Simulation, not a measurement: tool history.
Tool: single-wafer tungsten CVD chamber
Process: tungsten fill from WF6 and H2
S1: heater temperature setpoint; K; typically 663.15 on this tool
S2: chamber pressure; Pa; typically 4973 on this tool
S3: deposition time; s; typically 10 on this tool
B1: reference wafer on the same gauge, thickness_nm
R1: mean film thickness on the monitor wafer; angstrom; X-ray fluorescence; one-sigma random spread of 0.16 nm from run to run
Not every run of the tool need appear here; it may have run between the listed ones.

| run | day | S1 | S2 | S3 | B1 | R1 |
|---|---|---|---|---|---|---|
| 1 | 0 | 663.15 | 4973 | 10 | 26.913 | 274.26 |
| 2 | 2.254 | 663.15 | 4973 | 10 | 26.875 | 272.27 |
|  | 6.996 | gauge calibrated |
| 3 | 7.146 | 663.15 | 4973 | 10 | 26.887 | 271.08 |
| 4 | 9.758 | 663.15 | 4973 | 10 | 26.915 | 271.15 |
| 5 | 12.146 | 663.15 | 4973 | 10 | 26.894 | 271.14 |
| 6 | 13.996 | 663.15 | 4973 | 10 | 26.935 | 270.68 |
| 7 | 16.496 | 663.15 | 4973 | 10 | 26.907 | 269.15 |
| 8 | 18.812 | 663.15 | 4506 | 10 | 26.91 | 254.76 |
| 9 | 21.233 | 663.15 | 4506 | 10 | 26.915 | 251.58 |
| 10 | 22.967 | 663.15 | 4973 | 10 | 26.906 | 268.95 |
| 11 | 24.1 | 663.15 | 4973 | 10 | 26.938 | 266.21 |
| 12 | 25.167 | 663.15 | 4973 | 10 | 26.88 | 266.14 |
| 13 | 27.021 | 663.15 | 6053 | 10 | 26.888 | 296.29 |
|  | 28.733 | gauge calibrated |
| 14 | 29.675 | 663.15 | 4173 | 10 | 26.889 | 241.93 |
|  | 30.883 | thermocouple changed; heater temperature recalibrated |
| 15 | 32.412 | 663.15 | 5480 | 11.9 | 26.888 | 365.71 |
| 16 | 34.962 | 667.15 | 4253 | 8.4 | 26.877 | 238.56 |
|  | 36.279 | capacitance manometer re-zeroed and calibrated |
|  | 36.758 | showerhead replaced |
| 17 | 36.779 | 669.15 | 4973 | 10.6 | 26.889 | 333.99 |
| 18 | 38.221 | 663.15 | 4506 | 10 | 26.906 | 259.87 |
| 19 | 41.762 | 652.15 | 4466 | 10 | 26.921 | 200.02 |
| 20 | 44.471 | 663.15 | 6066 | 8.6 | 26.947 | 264.15 |
| 21 | 47.362 | 663.15 | 4973 | 10 | 26.893 | 272.23 |

Subtracting, for every run, the result it would have given without the tool's unlogged condition from the measured result gives the following. The same run-to-run variation enters both numbers; the gauge's scatter may not:
Hidden state at play: wafer temperature above the value expected at the setpoint (K); true pressure above the setpoint (%); gauge reads high (%).
| run | R1 |
|---|---|
| 1 | -4.38 |
| 2 | -4.79 |
| 3 | -5.73 |
| 4 | -6.25 |
| 5 | -6.73 |
| 6 | -7.09 |
| 7 | -7.56 |
| 8 | -7.51 |
| 9 | -7.87 |
| 10 | -8.88 |
| 11 | -9.02 |
| 12 | -9.24 |
| 13 | -10.97 |
| 14 | -9.1 |
| 15 | +13.65 |
| 16 | +8.84 |
| 17 | -2.53 |
| 18 | -2.33 |
| 19 | -2.47 |
| 20 | -3.57 |
| 21 | -4.17 |

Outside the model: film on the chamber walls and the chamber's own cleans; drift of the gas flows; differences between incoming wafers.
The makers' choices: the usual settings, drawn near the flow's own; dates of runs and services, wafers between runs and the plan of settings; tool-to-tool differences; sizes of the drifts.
